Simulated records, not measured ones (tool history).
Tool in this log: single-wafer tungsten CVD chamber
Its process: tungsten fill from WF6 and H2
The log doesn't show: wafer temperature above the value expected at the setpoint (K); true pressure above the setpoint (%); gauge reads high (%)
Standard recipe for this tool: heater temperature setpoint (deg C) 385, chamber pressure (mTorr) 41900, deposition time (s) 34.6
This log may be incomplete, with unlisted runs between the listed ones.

run,hour,heater temperature setpoint (deg C),chamber pressure (mTorr),deposition time (s),wafers since the last listed run,hours since the last thermocouple change,hours since the last manometer calibration,hours since the showerhead was replaced,hours since the gauge calibration,"read-back reference wafer on the same gauge, thickness_nm",mean film thickness on the monitor wafer (nm)
1,0.0,385,41900,34.6,0,1207.6,2112.7,1698.2,1829.4,92.461,82.880
2,36.2,385,41900,34.6,924,1243.8,2148.9,1734.4,1865.6,92.412,82.596
3,120.1,382,41900,34.6,2142,1327.7,2232.8,1818.3,1949.5,92.269,79.264
# hour 210.4: capacitance manometer re-zeroed and calibrated
4,211.6,385,41900,31.6,2132,1419.2,1.2,1909.8,2041.0,92.289,76.297
5,296.9,385,41900,31.6,2178,1504.5,86.5,1995.1,2126.3,92.476,75.912
6,389.6,385,41900,31.6,2367,1597.2,179.2,2087.8,2219.0,92.149,76.065
7,461.1,381,41900,31.2,1826,1668.7,250.7,2159.3,2290.5,92.514,70.179
8,561.5,381,41900,31.2,2564,1769.1,351.1,2259.7,2390.9,92.340,69.902
9,629.3,381,41900,31.2,1731,1836.9,418.9,2327.5,2458.7,92.410,69.685
10,698.7,374,41900,34.6,1772,1906.3,488.3,2396.9,2528.1,92.404,68.453
11,795.9,374,41900,34.6,2482,2003.5,585.5,2494.1,2625.3,92.415,68.547
12,895.4,398,32800,28.0,2541,2103.0,685.0,2593.6,2724.8,92.292,71.032
13,936.3,381,41900,31.2,1044,2143.9,725.9,2634.5,2765.7,92.353,70.242
14,1009.6,385,41900,30.3,1872,2217.2,799.2,2707.8,2839.0,92.548,72.876
15,1076.7,381,41900,28.0,1713,2284.3,866.3,2774.9,2906.1,92.526,62.799
16,1179.7,379,41900,34.6,2630,2387.3,969.3,2877.9,3009.1,92.411,75.419
17,1223.1,385,51000,34.6,1108,2430.7,1012.7,2921.3,3052.5,92.386,94.772
# hour 1301.7: thermocouple changed; heater temperature recalibrated
18,1307.0,395,34000,34.6,1938,5.3,1096.6,3005.2,3136.4,92.416,85.096
19,1408.5,385,45700,41.0,2592,106.8,1198.1,3106.7,3237.9,92.378,105.053
20,1467.7,385,41900,34.6,1512,166.0,1257.3,3165.9,3297.1,92.433,83.334
# hour 1485.1: gauge calibrated
21,1531.3,376,41900,34.6,1624,229.6,1320.9,3229.5,46.2,92.297,71.051
22,1576.8,378,41900,32.5,1162,275.1,1366.4,3275.0,91.7,92.378,69.730
# hour 1765.3: showerhead replaced
23,1886.8,397,39200,34.6,7713,585.1,1676.4,121.5,401.7,92.407,97.543
24,1928.1,385,35700,28.9,1054,626.4,1717.7,162.8,443.0,92.358,61.692
25,1997.5,377,41900,38.2,1772,695.8,1787.1,232.2,512.4,92.347,79.232
26,2089.6,385,36500,29.6,2352,787.9,1879.2,324.3,604.5,92.555,64.642

What will run 27 give?
27,2191.4,381,39300,38.9,2600,889.7,1981.0,426.1,706.3,?,?

{"run 27": {"read-back reference wafer on the same gauge, thickness_nm": 92.573, "mean film thickness on the monitor wafer (nm)": 83.307}}
With no hidden state in the tool, this same run would have given mean film thickness on the monitor wafer (nm) 83.307.

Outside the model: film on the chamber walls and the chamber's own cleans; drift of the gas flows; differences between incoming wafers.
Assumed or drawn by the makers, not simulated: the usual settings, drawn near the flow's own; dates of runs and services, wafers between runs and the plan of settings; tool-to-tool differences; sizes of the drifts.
